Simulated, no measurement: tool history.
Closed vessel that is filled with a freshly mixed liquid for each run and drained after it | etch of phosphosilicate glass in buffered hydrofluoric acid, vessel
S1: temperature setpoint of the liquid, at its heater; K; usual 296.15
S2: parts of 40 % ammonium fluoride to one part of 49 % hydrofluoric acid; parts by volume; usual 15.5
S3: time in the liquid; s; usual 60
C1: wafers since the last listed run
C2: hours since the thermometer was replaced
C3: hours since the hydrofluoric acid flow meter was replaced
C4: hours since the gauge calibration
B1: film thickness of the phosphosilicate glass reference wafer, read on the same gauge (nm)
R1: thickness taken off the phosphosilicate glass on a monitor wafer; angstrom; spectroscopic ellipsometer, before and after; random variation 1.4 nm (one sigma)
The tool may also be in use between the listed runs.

run,hour,S1,S2,S3,C1,C2,C3,C4,B1,R1
1,0,296.15,15.5,60,0,1909.3,1352.9,89.7,150.03,1512.2
2,35.8,296.15,15.5,60,3102,1945.1,1388.7,125.5,149.98,1512.5
3,69.2,296.15,15.5,60,2894,1978.5,1422.1,158.9,150,1486.1
4,93.6,296.15,15.5,60,2114,2002.9,1446.5,183.3,149.97,1490.4
5,114.7,296.15,15.5,60,1828,2024,1467.6,204.4,149.98,1499.2
6,144.2,297.65,15.5,60,2556,2053.5,1497.1,233.9,149.98,1634.3
7,173.5,296.15,15.5,60,2539,2082.8,1526.4,263.2,150.03,1508.2
8,206.9,296.15,15.5,60,2894,2116.2,1559.8,296.6,149.97,1517.7
9,235.4,296.15,15.5,60,2470,2144.7,1588.3,325.1,150.01,1490.3
10,259.7,296.15,15.5,60,2106,2169,1612.6,349.4,149.99,1487.6
11,281.2,296.15,15.5,60,1863,2190.5,1634.1,370.9,149.97,1489.2
# hour 303.2: thermometer replaced
12,305,296.15,15.5,60,1976,1.8,1657.9,394.7,149.97,1397.6
13,334.4,300.15,15.5,35,2548,31.2,1687.3,424.1,149.99,1011
14,363,296.15,15.5,60,2478,59.8,1715.9,452.7,150.02,1371.4
15,388.9,296.15,15.5,60,2244,85.7,1741.8,478.6,150.01,1376.6
# hour 419.1: thermometer replaced, repeated, since the last time left the tool worse
16,419.6,300.65,11.5,70,2574,0.5,1772.5,509.3,150.07,3243.5
17,442,300.15,11,35,1941,22.9,1794.9,531.7,150.04,1677.4
18,464.8,296.15,15.5,80,1976,45.7,1817.7,554.5,150.01,2170.4
19,478.3,296.15,15.5,60,1170,59.2,1831.2,568,150.01,1630.8
# hour 488: gauge calibrated
20,496.4,296.15,15.5,60,1568,77.3,1849.3,8.4,150.03,1620.6
# hour 498.4: hydrofluoric acid flow meter replaced
21,517.5,294.15,15.5,60,1742,98.4,19.1,29.5,150,1431.7
22,548.6,293.15,12.5,45,2695,129.5,50.2,60.6,149.97,1275.9
23,578.7,299.65,21.5,30,2608,159.6,80.3,90.7,149.98,728.6
24,602.8,293.15,15.5,70,2088,183.7,104.4,114.8,150,1588.7
25,615.6,294.65,20,40,1109,196.5,117.2,127.6,150.01,769
26,634.3,291.15,12,30,1620,215.2,135.9,146.3,150.01,781.5
27,650.3,298.65,15.5,30,1386,231.2,151.9,162.3,150.02,925.1

Forecast each of these 3 alternatives for the next run:
A,651,296.15,15.5,60,60,231.9,152.6,163,?,?
B,651,297.65,15.5,45,60,231.9,152.6,163,?,?
C,651,293.65,15.5,60,60,231.9,152.6,163,?,?

run,B1,R1
A,149.99,1590.2
B,149.99,1295
C,149.99,1383.7
Without the tool's hidden state the same runs would have given:
run,R1
A,1639.1
B,1334.5
C,1426.9

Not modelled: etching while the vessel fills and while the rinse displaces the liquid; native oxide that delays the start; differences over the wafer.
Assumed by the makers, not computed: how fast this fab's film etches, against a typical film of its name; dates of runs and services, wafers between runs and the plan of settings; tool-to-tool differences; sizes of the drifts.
